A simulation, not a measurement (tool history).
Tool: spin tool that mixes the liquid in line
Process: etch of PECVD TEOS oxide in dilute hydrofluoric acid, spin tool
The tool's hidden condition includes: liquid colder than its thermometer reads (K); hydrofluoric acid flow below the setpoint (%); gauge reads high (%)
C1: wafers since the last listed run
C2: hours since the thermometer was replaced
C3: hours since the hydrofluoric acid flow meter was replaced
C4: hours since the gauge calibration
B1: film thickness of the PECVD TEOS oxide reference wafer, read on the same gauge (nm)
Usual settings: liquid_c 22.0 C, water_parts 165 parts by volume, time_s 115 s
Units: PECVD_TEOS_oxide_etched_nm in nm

{"run": 1, "hour": 0.0, "liquid_c": 22.0, "water_parts": 105, "time_s": 95, "C1": 0, "C2": 2335.8, "C3": 808.0, "C4": 179.2, "B1": 59.99, "PECVD_TEOS_oxide_etched_nm": 12.3}
{"run": 2, "hour": 15.4, "liquid_c": 22.0, "water_parts": 105, "time_s": 95, "C1": 139, "C2": 2351.2, "C3": 823.4, "C4": 194.6, "B1": 59.95, "PECVD_TEOS_oxide_etched_nm": 12.34}
{"run": 3, "hour": 50.5, "liquid_c": 22.0, "water_parts": 165, "time_s": 115, "C1": 318, "C2": 2386.3, "C3": 858.5, "C4": 229.7, "B1": 59.99, "PECVD_TEOS_oxide_etched_nm": 8.72}
{"run": 4, "hour": 61.2, "liquid_c": 22.0, "water_parts": 165, "time_s": 115, "C1": 97, "C2": 2397.0, "C3": 869.2, "C4": 240.4, "B1": 59.96, "PECVD_TEOS_oxide_etched_nm": 8.8}
{"run": 5, "hour": 76.7, "liquid_c": 24.0, "water_parts": 215, "time_s": 115, "C1": 140, "C2": 2412.5, "C3": 884.7, "C4": 255.9, "B1": 59.99, "PECVD_TEOS_oxide_etched_nm": 6.79}
{"run": 6, "hour": 94.0, "liquid_c": 24.0, "water_parts": 215, "time_s": 115, "C1": 156, "C2": 2429.8, "C3": 902.0, "C4": 273.2, "B1": 60.02, "PECVD_TEOS_oxide_etched_nm": 6.77}
{"run": 7, "hour": 104.0, "liquid_c": 22.0, "water_parts": 115, "time_s": 115, "C1": 90, "C2": 2439.8, "C3": 912.0, "C4": 283.2, "B1": 59.97, "PECVD_TEOS_oxide_etched_nm": 13.26}
{"run": 8, "hour": 144.0, "liquid_c": 22.0, "water_parts": 115, "time_s": 115, "C1": 362, "C2": 2479.8, "C3": 952.0, "C4": 323.2, "B1": 59.99, "PECVD_TEOS_oxide_etched_nm": 13.27}
{"run": 9, "hour": 152.5, "liquid_c": 22.0, "water_parts": 115, "time_s": 115, "C1": 77, "C2": 2488.3, "C3": 960.5, "C4": 331.7, "B1": 60.03, "PECVD_TEOS_oxide_etched_nm": 13.14}
{"run": 10, "hour": 168.1, "liquid_c": 18.5, "water_parts": 165, "time_s": 75, "C1": 141, "C2": 2503.9, "C3": 976.1, "C4": 347.3, "B1": 60.02, "PECVD_TEOS_oxide_etched_nm": 4.89}
{"hour": 168.9, "done": "gauge calibrated"}
{"run": 11, "hour": 178.5, "liquid_c": 22.0, "water_parts": 165, "time_s": 115, "C1": 94, "C2": 2514.3, "C3": 986.5, "C4": 9.6, "B1": 60.03, "PECVD_TEOS_oxide_etched_nm": 8.69}
{"run": 12, "hour": 203.3, "liquid_c": 23.0, "water_parts": 165, "time_s": 115, "C1": 224, "C2": 2539.1, "C3": 1011.3, "C4": 34.4, "B1": 59.98, "PECVD_TEOS_oxide_etched_nm": 9.05}
{"run": 13, "hour": 219.0, "liquid_c": 23.0, "water_parts": 165, "time_s": 115, "C1": 142, "C2": 2554.8, "C3": 1027.0, "C4": 50.1, "B1": 60.0, "PECVD_TEOS_oxide_etched_nm": 8.93}
{"run": 14, "hour": 229.0, "liquid_c": 26.0, "water_parts": 125, "time_s": 65, "C1": 90, "C2": 2564.8, "C3": 1037.0, "C4": 60.1, "B1": 59.99, "PECVD_TEOS_oxide_etched_nm": 7.8}
{"run": 15, "hour": 245.0, "liquid_c": 20.0, "water_parts": 165, "time_s": 85, "C1": 145, "C2": 2580.8, "C3": 1053.0, "C4": 76.1, "B1": 60.0, "PECVD_TEOS_oxide_etched_nm": 5.86}
{"run": 16, "hour": 253.9, "liquid_c": 26.0, "water_parts": 135, "time_s": 60, "C1": 80, "C2": 2589.7, "C3": 1061.9, "C4": 85.0, "B1": 60.04, "PECVD_TEOS_oxide_etched_nm": 6.63}
{"run": 17, "hour": 261.5, "liquid_c": 17.5, "water_parts": 240, "time_s": 95, "C1": 68, "C2": 2597.3, "C3": 1069.5, "C4": 92.6, "B1": 60.0, "PECVD_TEOS_oxide_etched_nm": 3.74}
{"hour": 275.4, "done": "hydrofluoric acid flow meter replaced"}
{"run": 18, "hour": 286.2, "liquid_c": 22.0, "water_parts": 165, "time_s": 115, "C1": 214, "C2": 2622.0, "C3": 10.8, "C4": 117.3, "B1": 60.01, "PECVD_TEOS_oxide_etched_nm": 9.92}
{"run": 19, "hour": 303.1, "liquid_c": 19.0, "water_parts": 135, "time_s": 85, "C1": 153, "C2": 2638.9, "C3": 27.7, "C4": 134.2, "B1": 59.98, "PECVD_TEOS_oxide_etched_nm": 8.17}
{"hour": 311.9, "done": "thermometer replaced"}
{"run": 20, "hour": 318.2, "liquid_c": 22.0, "water_parts": 165, "time_s": 115, "C1": 127, "C2": 6.3, "C3": 42.8, "C4": 149.3, "B1": 60.01, "PECVD_TEOS_oxide_etched_nm": 9.98}
{"run": 21, "hour": 346.1, "liquid_c": 22.0, "water_parts": 165, "time_s": 115, "C1": 252, "C2": 34.2, "C3": 70.7, "C4": 177.2, "B1": 59.94, "PECVD_TEOS_oxide_etched_nm": 9.86}
{"run": 22, "hour": 356.6, "liquid_c": 27.0, "water_parts": 130, "time_s": 115, "C1": 95, "C2": 44.7, "C3": 81.2, "C4": 187.7, "B1": 60.02, "PECVD_TEOS_oxide_etched_nm": 15.62}
{"run": 23, "hour": 363.7, "liquid_c": 22.0, "water_parts": 165, "time_s": 115, "C1": 64, "C2": 51.8, "C3": 88.3, "C4": 194.8, "B1": 60.02, "PECVD_TEOS_oxide_etched_nm": 9.79}
{"run": 24, "hour": 374.3, "liquid_c": 20.5, "water_parts": 245, "time_s": 135, "C1": 96, "C2": 62.4, "C3": 98.9, "C4": 205.4, "B1": 59.96, "PECVD_TEOS_oxide_etched_nm": 6.74}
{"run": 25, "hour": 380.5, "liquid_c": 19.5, "water_parts": 165, "time_s": 185, "C1": 56, "C2": 68.6, "C3": 105.1, "C4": 211.6, "B1": 60.0, "PECVD_TEOS_oxide_etched_nm": 14.28}
{"run": 26, "hour": 389.9, "liquid_c": 20.5, "water_parts": 105, "time_s": 135, "C1": 85, "C2": 78.0, "C3": 114.5, "C4": 221.0, "B1": 60.01, "PECVD_TEOS_oxide_etched_nm": 18.17}
{"run": 27, "hour": 402.5, "liquid_c": 22.0, "water_parts": 165, "time_s": 115, "C1": 114, "C2": 90.6, "C3": 127.1, "C4": 233.6, "B1": 59.99, "PECVD_TEOS_oxide_etched_nm": 9.78}

4 options for the next run, each taken on its own from the tool as it stands now. Forecast them:
{"run": "A", "hour": 402.9, "liquid_c": 22.0, "water_parts": 165, "time_s": 70, "C1": 3, "C2": 91.0, "C3": 127.5, "C4": 234.0, "B1": "?", "PECVD_TEOS_oxide_etched_nm": "?"}
{"run": "B", "hour": 402.9, "liquid_c": 19.5, "water_parts": 185, "time_s": 80, "C1": 3, "C2": 91.0, "C3": 127.5, "C4": 234.0, "B1": "?", "PECVD_TEOS_oxide_etched_nm": "?"}
{"run": "C", "hour": 402.9, "liquid_c": 26.5, "water_parts": 190, "time_s": 115, "C1": 3, "C2": 91.0, "C3": 127.5, "C4": 234.0, "B1": "?", "PECVD_TEOS_oxide_etched_nm": "?"}
{"run": "D", "hour": 402.9, "liquid_c": 19.0, "water_parts": 190, "time_s": 60, "C1": 3, "C2": 91.0, "C3": 127.5, "C4": 234.0, "B1": "?", "PECVD_TEOS_oxide_etched_nm": "?"}

run=A B1=60.00 PECVD_TEOS_oxide_etched_nm=5.88
run=B B1=60.00 PECVD_TEOS_oxide_etched_nm=5.33
run=C B1=60.00 PECVD_TEOS_oxide_etched_nm=9.64
run=D B1=60.00 PECVD_TEOS_oxide_etched_nm=3.79
With no hidden state in the tool, these same runs would have given:
run=A PECVD_TEOS_oxide_etched_nm=6.03
run=B PECVD_TEOS_oxide_etched_nm=5.46
run=C PECVD_TEOS_oxide_etched_nm=9.90
run=D PECVD_TEOS_oxide_etched_nm=3.89

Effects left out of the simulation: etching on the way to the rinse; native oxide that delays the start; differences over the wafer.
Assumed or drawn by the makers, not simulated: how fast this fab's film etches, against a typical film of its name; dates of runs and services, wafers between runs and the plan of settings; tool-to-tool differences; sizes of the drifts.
